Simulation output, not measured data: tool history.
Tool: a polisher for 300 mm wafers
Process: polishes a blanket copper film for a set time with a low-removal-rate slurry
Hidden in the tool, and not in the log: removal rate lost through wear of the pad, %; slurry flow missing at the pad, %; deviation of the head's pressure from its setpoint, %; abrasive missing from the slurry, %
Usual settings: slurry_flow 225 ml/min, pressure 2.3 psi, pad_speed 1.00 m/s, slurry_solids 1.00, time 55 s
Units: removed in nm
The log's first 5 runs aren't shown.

run     day  slurry_flow  pressure  pad_speed  slurry_solids  time  wafers since the last listed run  wafers polished on this pad  hours since the slurry nozzle was cleaned  hours since the head pressure was calibrated  hours since the slurry blender was calibrated  incoming thickness of the incoming film, nm  removed
  6   2.704          225       2.3       0.80           1.00    55                                84                          569                                       38.5                                         746.7                                           61.7                                       1396.6     95.2
      3.621  -- worn pad replaced by a new one
  7   3.950          225       2.3       0.80           1.00    55                               171                           52                                       68.4                                         776.6                                           91.6                                       1384.9     95.3
  8   4.646          155       2.3       1.34           1.25    55                               110                          163                                       85.1                                         793.3                                          108.3                                       1370.2    155.4
  9   5.304          225       2.0       1.00           1.00    55                               104                          267                                      100.9                                         809.1                                          124.1                                       1386.4    101.7
 10   5.688          225       1.7       1.00           1.00    55                                60                          328                                      110.1                                         818.3                                          133.3                                       1371.1     87.5
 11   6.025          225       2.3       1.00           1.10    55                                53                          382                                      118.2                                         826.4                                          141.4                                       1375.0    119.9
 12   6.492          225       2.3       1.00           1.00    55                                74                          456                                      129.4                                         837.6                                          152.6                                       1357.0    119.2
      6.996  -- head pressure recalibrated
 13   7.017          225       2.3       1.00           1.00    66                                70                          526                                      142.0                                           0.5                                          165.2                                       1388.7    142.6
 14   7.450          225       2.3       1.34           1.00    72                                68                          595                                      152.4                                          10.9                                          175.6                                       1387.2    206.2
 15   7.933          225       2.3       1.00           1.00    55                                76                          672                                      164.0                                          22.5                                          187.2                                       1379.0    116.8
      8.171  -- worn pad replaced by a new one
 16   8.471          195       2.3       0.90           0.80    55                                58                           47                                      176.9                                          35.4                                          200.1                                       1392.2     97.5
      8.908  -- slurry blender recalibrated
      9.200  -- slurry nozzle cleaned
 17   9.858          290       3.0       1.00           1.15    37                               200                          248                                       15.8                                          68.7                                           22.8                                       1364.0    112.5
 18  10.333          225       2.3       1.00           1.00    55                                75                          324                                       27.2                                          80.1                                           34.2                                       1349.4    119.1
 19  11.021          260       1.9       1.00           1.30    55                               109                          433                                       43.7                                          96.6                                           50.7                                       1384.8    106.1
 20  11.529          305       2.3       1.10           0.80    70                                80                          514                                       55.9                                         108.8                                           62.9                                       1378.4    168.2

Forecast run 21:
 21  11.954          180       2.8       1.00           1.10    48                                67                          581                                       66.1                                         119.0                                           73.1                                       1390.8        ?

{"run 21": {"removed": 123.9}}
Without the tool's hidden state the same run would have given removed 124.7 nm.
